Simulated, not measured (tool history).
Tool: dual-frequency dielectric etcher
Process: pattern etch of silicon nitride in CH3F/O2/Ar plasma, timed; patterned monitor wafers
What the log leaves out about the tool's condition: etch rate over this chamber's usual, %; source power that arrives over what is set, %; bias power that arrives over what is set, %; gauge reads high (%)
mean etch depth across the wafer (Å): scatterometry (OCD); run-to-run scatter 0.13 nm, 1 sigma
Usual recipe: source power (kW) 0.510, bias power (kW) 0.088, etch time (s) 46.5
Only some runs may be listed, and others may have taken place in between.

| run | hour | source power (kW) | bias power (kW) | etch time (s) | wafers since the last listed run | hours since the last wet clean | hours since the last source power generator calibration | hours since the last bias power generator calibration | hours since the last upper electrode change | hours since the gauge calibration | read-back reference wafer on the same gauge, depth_nm | mean etch depth across the wafer (Å) |
|---|---|---|---|---|---|---|---|---|---|---|---|---|
| 1 | 0.0 | 0.510 | 0.088 | 46.5 | 0 | 482.5 | 2329.9 | 4375.5 | 5045.2 | 737.7 | 44.07 | 361.0 |
| 2 | 54.6 | 0.510 | 0.088 | 46.5 | 1038 | 537.1 | 2384.5 | 4430.1 | 5099.8 | 792.3 | 44.09 | 363.9 |
|  | 107.1 | wet clean of the chamber |
| 3 | 137.5 | 0.510 | 0.088 | 46.5 | 1119 | 30.4 | 2467.4 | 4513.0 | 5182.7 | 875.2 | 44.10 | 368.8 |
| 4 | 203.8 | 0.510 | 0.088 | 37.0 | 1260 | 96.7 | 2533.7 | 4579.3 | 5249.0 | 941.5 | 44.09 | 291.3 |
| 5 | 390.0 | 0.510 | 0.088 | 46.5 | 3540 | 282.9 | 2719.9 | 4765.5 | 5435.2 | 1127.7 | 44.08 | 365.4 |
| 6 | 428.7 | 0.510 | 0.088 | 46.5 | 735 | 321.6 | 2758.6 | 4804.2 | 5473.9 | 1166.4 | 44.10 | 364.3 |
| 7 | 531.0 | 0.510 | 0.088 | 46.5 | 1944 | 423.9 | 2860.9 | 4906.5 | 5576.2 | 1268.7 | 44.10 | 364.9 |
| 8 | 612.9 | 0.510 | 0.088 | 46.5 | 1557 | 505.8 | 2942.8 | 4988.4 | 5658.1 | 1350.6 | 44.08 | 361.5 |
|  | 686.7 | gauge calibrated |
| 9 | 693.4 | 0.600 | 0.088 | 46.5 | 1530 | 586.3 | 3023.3 | 5068.9 | 5738.6 | 6.7 | 44.11 | 397.3 |
|  | 732.4 | bias power generator calibrated |
| 10 | 790.3 | 0.510 | 0.088 | 46.5 | 1766 | 683.2 | 3120.2 | 57.9 | 5835.5 | 103.6 | 44.10 | 361.8 |
|  | 795.2 | source power generator calibrated |
|  | 817.3 | wet clean of the chamber |
| 11 | 872.2 | 0.510 | 0.088 | 46.5 | 1061 | 54.9 | 77.0 | 139.8 | 5917.4 | 185.5 | 44.10 | 375.8 |
|  | 952.4 | upper electrode replaced |
| 12 | 965.1 | 0.510 | 0.088 | 46.5 | 1309 | 147.8 | 169.9 | 232.7 | 12.7 | 278.4 | 44.10 | 371.2 |
| 13 | 1002.4 | 0.510 | 0.088 | 46.5 | 709 | 185.1 | 207.2 | 270.0 | 50.0 | 315.7 | 44.10 | 371.3 |
| 14 | 1058.5 | 0.430 | 0.088 | 33.0 | 1066 | 241.2 | 263.3 | 326.1 | 106.1 | 371.8 | 44.09 | 236.6 |
| 15 | 1099.0 | 0.590 | 0.109 | 57.0 | 770 | 281.7 | 303.8 | 366.6 | 146.6 | 412.3 | 44.09 | 526.2 |
| 16 | 1163.1 | 0.430 | 0.100 | 51.0 | 1218 | 345.8 | 367.9 | 430.7 | 210.7 | 476.4 | 44.08 | 375.0 |
| 17 | 1228.6 | 0.410 | 0.103 | 46.5 | 1245 | 411.3 | 433.4 | 496.2 | 276.2 | 541.9 | 44.09 | 333.6 |
| 18 | 1325.9 | 0.470 | 0.102 | 41.5 | 1849 | 508.6 | 530.7 | 593.5 | 373.5 | 639.2 | 44.08 | 323.7 |
| 19 | 1393.5 | 0.430 | 0.100 | 51.0 | 1285 | 576.2 | 598.3 | 661.1 | 441.1 | 706.8 | 44.08 | 373.6 |
|  | 1458.2 | wet clean of the chamber |
| 20 | 1488.6 | 0.460 | 0.077 | 52.0 | 1351 | 30.4 | 693.4 | 756.2 | 536.2 | 801.9 | 44.10 | 376.5 |
| 21 | 1733.4 | 0.510 | 0.088 | 57.0 | 4654 | 275.2 | 938.2 | 1001.0 | 781.0 | 1046.7 | 44.11 | 450.5 |
| 22 | 1805.1 | 0.420 | 0.098 | 46.5 | 1363 | 346.9 | 1009.9 | 1072.7 | 852.7 | 1118.4 | 44.08 | 332.9 |
| 23 | 1871.4 | 0.630 | 0.088 | 53.5 | 1260 | 413.2 | 1076.2 | 1139.0 | 919.0 | 1184.7 | 44.10 | 473.1 |
| 24 | 1971.1 | 0.510 | 0.088 | 46.5 | 1895 | 512.9 | 1175.9 | 1238.7 | 1018.7 | 1284.4 | 44.10 | 363.9 |
| 25 | 2033.2 | 0.510 | 0.088 | 46.5 | 1180 | 575.0 | 1238.0 | 1300.8 | 1080.8 | 1346.5 | 44.13 | 363.3 |
| 26 | 2119.7 | 0.510 | 0.098 | 35.5 | 1644 | 661.5 | 1324.5 | 1387.3 | 1167.3 | 1433.0 | 44.09 | 286.0 |
|  | 2168.8 | wet clean of the chamber |
|  | 2180.0 | gauge calibrated |
| 27 | 2322.8 | 0.440 | 0.088 | 33.0 | 3405 | 154.0 | 1527.6 | 1590.4 | 1370.4 | 142.8 | 44.09 | 237.8 |
| 28 | 2384.1 | 0.420 | 0.077 | 46.5 | 1165 | 215.3 | 1588.9 | 1651.7 | 1431.7 | 204.1 | 44.11 | 313.2 |
| 29 | 2453.7 | 0.600 | 0.109 | 53.5 | 1323 | 284.9 | 1658.5 | 1721.3 | 1501.3 | 273.7 | 44.10 | 490.8 |

Across each entry between runs, compare the hidden state at the last listed run before it with the hidden state at the first listed run after it:
Run 2 -> run 3: wet clean of the chamber (hour 107.1)
  etch rate over this chamber's usual, %: -1.34 -> 0.179; source power that arrives over what is set, %: -3.75 -> -3.78
  measured minus no-state result, mean etch depth across the wafer (Å): -13.7 -> -8.1
Run 8 -> run 9: gauge calibrated (hour 686.7)
  etch rate over this chamber's usual, %: -0.945 -> -1.14; source power that arrives over what is set, %: -3.96 -> -3.98
  measured minus no-state result, mean etch depth across the wafer (Å): -12.6 -> -14.7
Run 9 -> run 10: bias power generator calibrated (hour 732.4)
  etch rate over this chamber's usual, %: -1.14 -> -1.36; source power that arrives over what is set, %: -3.98 -> -4.01
  measured minus no-state result, mean etch depth across the wafer (Å): -14.7 -> -14.3
Run 10 -> run 11: source power generator calibrated (hour 795.2); wet clean of the chamber (hour 817.3)
  etch rate over this chamber's usual, %: -1.36 -> -0.228; source power that arrives over what is set, %: -4.01 -> -0.195
  measured minus no-state result, mean etch depth across the wafer (Å): -14.3 -> -1.3
Run 11 -> run 12: upper electrode replaced (hour 952.4)
  etch rate over this chamber's usual, %: -0.228 -> -0.448; source power that arrives over what is set, %: -0.195 -> -0.486
  measured minus no-state result, mean etch depth across the wafer (Å): -1.3 -> -2.8
Run 19 -> run 20: wet clean of the chamber (hour 1458.2)
  etch rate over this chamber's usual, %: -1.46 -> -0.0312; source power that arrives over what is set, %: -1.57 -> -1.76
  measured minus no-state result, mean etch depth across the wafer (Å): -9.1 -> -4.2
Run 26 -> run 27: wet clean of the chamber (hour 2168.8); gauge calibrated (hour 2180.0)
  etch rate over this chamber's usual, %: -1.52 -> -0.334; source power that arrives over what is set, %: -2.71 -> -2.93
  measured minus no-state result, mean etch depth across the wafer (Å): -9.3 -> -5.1
